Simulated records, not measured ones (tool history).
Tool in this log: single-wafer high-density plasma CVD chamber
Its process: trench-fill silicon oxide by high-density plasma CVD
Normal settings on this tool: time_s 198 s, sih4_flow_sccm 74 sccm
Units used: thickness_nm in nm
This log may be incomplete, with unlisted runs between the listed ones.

run,hour,time_s,sih4_flow_sccm,"read-back reference wafer on the same gauge, thickness_nm",thickness_nm
1,0.0,198,74,1370.314,1436.283
2,43.4,198,74,1368.655,1408.280
3,135.7,198,74,1370.249,1416.194
4,187.8,198,74,1370.274,1419.334
5,242.6,198,74,1369.609,1421.169
6,343.9,198,66,1369.260,1311.822
7,450.7,198,66,1370.544,1314.600
8,516.5,198,74,1370.745,1413.754
9,562.0,212,74,1369.534,1513.825
10,668.6,212,74,1370.486,1521.040
11,748.0,212,74,1370.914,1500.522
12,847.1,198,74,1370.674,1401.431
13,917.0,198,74,1371.618,1407.053
14,990.3,198,74,1369.966,1411.223
15,1075.2,225,80,1369.584,1691.843
16,1137.2,184,74,1369.454,1314.123
17,1217.2,184,74,1369.144,1301.726
18,1286.9,198,70,1370.366,1374.807
19,1324.9,198,70,1369.392,1366.744
20,1404.1,198,84,1371.327,1506.572
21,1488.1,160,64,1369.826,1050.016
22,1545.5,166,74,1369.890,1185.962
23,1623.3,212,74,1368.273,1499.149
24,1715.1,236,89,1371.320,1884.834
# hour 1730.9: silane flow controller replaced
25,1799.2,198,81,1369.797,1467.141
26,1853.1,198,74,1370.485,1377.407
27,1931.8,183,67,1370.330,1193.380
# hour 1955.8: gauge calibrated
28,1971.9,225,65,1369.691,1441.131
29,2065.8,198,74,1369.436,1378.612
# hour 2100.6: silane flow controller replaced, repeated, since the last time left the tool worse
30,2116.7,212,60,1370.825,1354.198
31,2185.0,183,60,1370.834,1159.513
32,2229.0,198,74,1370.416,1424.425
33,2314.5,198,74,1369.016,1424.925
34,2357.5,220,74,1370.046,1579.250
35,2398.6,198,74,1368.353,1401.579
36,2454.0,233,62,1369.166,1498.621
37,2560.5,219,78,1370.669,1613.626
38,2610.5,198,74,1369.741,1414.917

Here are 5 independent what-if runs from the current tool condition. What would each one return?
A,2611.0,209,74,?,?
B,2611.0,198,68,?,?
C,2611.0,163,88,?,?
D,2611.0,176,66,?,?
E,2611.0,172,63,?,?

run,"read-back reference wafer on the same gauge, thickness_nm",thickness_nm
A,1368.974,1501.913
B,1368.974,1351.344
C,1368.974,1308.729
D,1368.974,1180.004
E,1368.974,1122.121
The same runs, with their run-to-run variation unchanged, on a tool lacking any hidden condition would have given:
run,thickness_nm
A,1529.784
B,1376.422
C,1333.016
D,1201.902
E,1142.945
